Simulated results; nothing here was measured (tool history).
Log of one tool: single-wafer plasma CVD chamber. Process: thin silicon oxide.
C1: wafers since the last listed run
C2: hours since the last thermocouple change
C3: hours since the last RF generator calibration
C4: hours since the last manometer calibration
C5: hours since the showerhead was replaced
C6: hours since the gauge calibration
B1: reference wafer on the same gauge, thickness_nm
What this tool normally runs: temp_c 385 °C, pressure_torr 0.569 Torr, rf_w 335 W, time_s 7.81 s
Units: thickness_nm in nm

Run 1, hour 0: usual settings but time_s 8.6 s; C1 0; C2 704.1; C3 1995.3; C4 1489.3; C5 5382.1; C6 120.9; B1 11.196. Result: thickness_nm 12.18 nm.
Run 2, hour 67: usual settings but rf_w 305 W; C1 1521; C2 771.1; C3 2062.3; C4 1556.3; C5 5449.1; C6 187.9; B1 11.202. Result: thickness_nm 10.66 nm.
Run 3, hour 96.4: usual settings but rf_w 305 W; C1 667; C2 800.5; C3 2091.7; C4 1585.7; C5 5478.5; C6 217.3; B1 11.204. Result: thickness_nm 10.65 nm.
Run 4, hour 168.3: usual settings but pressure_torr 0.532 Torr; C1 1632; C2 872.4; C3 2163.6; C4 1657.6; C5 5550.4; C6 289.2; B1 11.198. Result: thickness_nm 10.337 nm.
Run 5, hour 208.3: usual settings but pressure_torr 0.532 Torr; C1 908; C2 912.4; C3 2203.6; C4 1697.6; C5 5590.4; C6 329.2; B1 11.204. Result: thickness_nm 10.329 nm.
At hour 249.1: thermocouple changed; heater temperature recalibrated.
Run 6, hour 257.7: usual settings but pressure_torr 0.532 Torr; C1 940; C2 8.6; C3 2253; C4 1747; C5 5639.8; C6 378.6; B1 11.201. Result: thickness_nm 10.301 nm.
Run 7, hour 304.6: usual settings but rf_w 385 W; C1 1064; C2 55.5; C3 2299.9; C4 1793.9; C5 5686.7; C6 425.5; B1 11.201. Result: thickness_nm 11.577 nm.
Run 8, hour 334.8: usual settings but pressure_torr 0.628 Torr, rf_w 315 W, time_s 9.17 s; C1 685; C2 85.7; C3 2330.1; C4 1824.1; C5 5716.9; C6 455.7; B1 11.202. Result: thickness_nm 13.863 nm.
At hour 349.2: showerhead replaced.
At hour 381.2: capacitance manometer re-zeroed and calibrated.
Run 9, hour 391.3: usual settings but pressure_torr 0.458 Torr, time_s 7.36 s; C1 919; C2 142.2; C3 2386.6; C4 10.1; C5 42.1; C6 512.2; B1 11.194. Result: thickness_nm 7.703 nm.

What will run 10 give?
At hour 437.3: RF generator calibrated.
Run 10, hour 437.8: usual settings but temp_c 371 °C, pressure_torr 0.485 Torr, rf_w 300 W, time_s 7.27 s; C1 874; C2 188.7; C3 0.5; C4 56.6; C5 88.6; C6 558.7; B1 ?. Result: thickness_nm ?.

B1: 11.198
thickness_nm: 8.128 nm
Had the tool carried no hidden state, the very same run would have given thickness_nm 8.133 nm.
